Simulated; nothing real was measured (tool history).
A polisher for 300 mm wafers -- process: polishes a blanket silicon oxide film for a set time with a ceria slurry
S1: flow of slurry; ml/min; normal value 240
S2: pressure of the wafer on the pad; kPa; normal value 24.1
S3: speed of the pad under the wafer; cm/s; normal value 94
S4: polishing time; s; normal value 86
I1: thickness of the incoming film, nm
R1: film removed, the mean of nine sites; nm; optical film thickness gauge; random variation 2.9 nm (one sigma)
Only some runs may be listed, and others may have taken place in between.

| run | hour | S1 | S2 | S3 | S4 | I1 | R1 |
|---|---|---|---|---|---|---|---|
| 1 | 0 | 240 | 24.1 | 94 | 86 | 1716.7 | 410.6 |
|  | 45.1 | head pressure recalibrated |
| 2 | 45.6 | 240 | 24.1 | 94 | 86 | 1773.9 | 392.6 |
| 3 | 86.9 | 240 | 24.1 | 118 | 86 | 1770.5 | 485.8 |
|  | 112.1 | slurry nozzle cleaned |
| 4 | 190.8 | 240 | 24.1 | 118 | 86 | 1725.4 | 542.5 |
| 5 | 229.6 | 240 | 24.1 | 118 | 86 | 1724.8 | 540.2 |
| 6 | 289.1 | 240 | 24.1 | 94 | 95 | 1761 | 472.8 |
| 7 | 359.6 | 240 | 24.1 | 94 | 86 | 1735.2 | 425.9 |
|  | 397.6 | worn pad replaced by a new one |
| 8 | 454.4 | 185 | 24.1 | 94 | 97 | 1705.3 | 453 |
| 9 | 546.7 | 185 | 24.1 | 94 | 97 | 1746.3 | 455.2 |
| 10 | 590.3 | 240 | 24.1 | 94 | 86 | 1720.8 | 418.3 |
| 11 | 646.9 | 240 | 24.1 | 94 | 86 | 1759 | 421.5 |
| 12 | 742.6 | 240 | 24.1 | 94 | 86 | 1715.7 | 410.3 |
| 13 | 812.5 | 240 | 24.1 | 94 | 86 | 1775.9 | 407.8 |
|  | 856.4 | head pressure recalibrated |
| 14 | 874.5 | 240 | 24.1 | 94 | 86 | 1716.5 | 398.7 |
|  | 889.3 | slurry nozzle cleaned |
| 15 | 932.5 | 240 | 24.1 | 94 | 86 | 1739.9 | 428.1 |
| 16 | 1019.5 | 280 | 20.7 | 94 | 112 | 1729.7 | 474 |
| 17 | 1072.5 | 190 | 24.1 | 94 | 67 | 1740.2 | 314.7 |
| 18 | 1128.6 | 240 | 31 | 76 | 100 | 1754 | 507.1 |
|  | 1173.4 | worn pad replaced by a new one |
| 19 | 1224.9 | 220 | 24.1 | 80 | 86 | 1761.1 | 346.1 |
| 20 | 1290.7 | 325 | 28.3 | 94 | 86 | 1741.8 | 509 |
| 21 | 1370 | 315 | 27.6 | 114 | 64 | 1733.2 | 444.1 |
| 22 | 1462.4 | 180 | 24.1 | 124 | 86 | 1746.1 | 495.7 |
|  | 1518.1 | slurry nozzle cleaned |
| 23 | 1559.2 | 240 | 24.1 | 94 | 86 | 1767.1 | 445.7 |
| 24 | 1600.4 | 240 | 24.1 | 94 | 86 | 1754.1 | 438.1 |
|  | 1654.4 | head pressure recalibrated |
|  | 1851 | worn pad replaced by a new one |
| 25 | 1904.3 | 305 | 24.1 | 94 | 106 | 1754.2 | 530.2 |
| 26 | 1963.7 | 240 | 31 | 94 | 86 | 1731.6 | 530.7 |
| 27 | 2010 | 320 | 24.1 | 94 | 62 | 1729.7 | 311.8 |
| 28 | 2098.9 | 240 | 24.1 | 94 | 86 | 1739 | 412.2 |
|  | 2151.3 | slurry nozzle cleaned |
| 29 | 2201.4 | 240 | 19.3 | 94 | 69 | 1752.3 | 281.2 |
| 30 | 2429.4 | 295 | 24.1 | 118 | 60 | 1713.9 | 394 |
|  | 2494.2 | head pressure recalibrated |
| 31 | 2511.5 | 240 | 24.1 | 122 | 86 | 1750.7 | 540.3 |
|  | 2600.2 | worn pad replaced by a new one |
| 32 | 2601.9 | 240 | 19.3 | 94 | 94 | 1732.9 | 365.3 |
| 33 | 2693.5 | 240 | 24.1 | 124 | 86 | 1731.8 | 541 |
| 34 | 2735.4 | 240 | 31.7 | 104 | 86 | 1741.1 | 592.4 |
| 35 | 2811.2 | 320 | 16.5 | 66 | 86 | 1762.7 | 205.8 |
| 36 | 2915 | 240 | 20 | 70 | 65 | 1736.9 | 184.7 |
|  | 2954 | slurry nozzle cleaned |
| 37 | 2969.1 | 240 | 24.1 | 94 | 86 | 1729.4 | 433.1 |

Forecast each of these 3 alternatives for the next run:
| A | 2969.5 | 240 | 15.9 | 94 | 86 | 1719 | ? |
| B | 2969.5 | 275 | 17.2 | 94 | 112 | 1719 | ? |
| C | 2969.5 | 240 | 31.7 | 94 | 86 | 1719 | ? |

| run | R1 |
|---|---|
| A | 285.9 |
| B | 411.1 |
| C | 571.8 |
The same runs, with their run-to-run variation unchanged, on a tool lacking any hidden condition would have given:
| run | R1 |
|---|---|
| A | 284 |
| B | 408.1 |
| C | 567.9 |
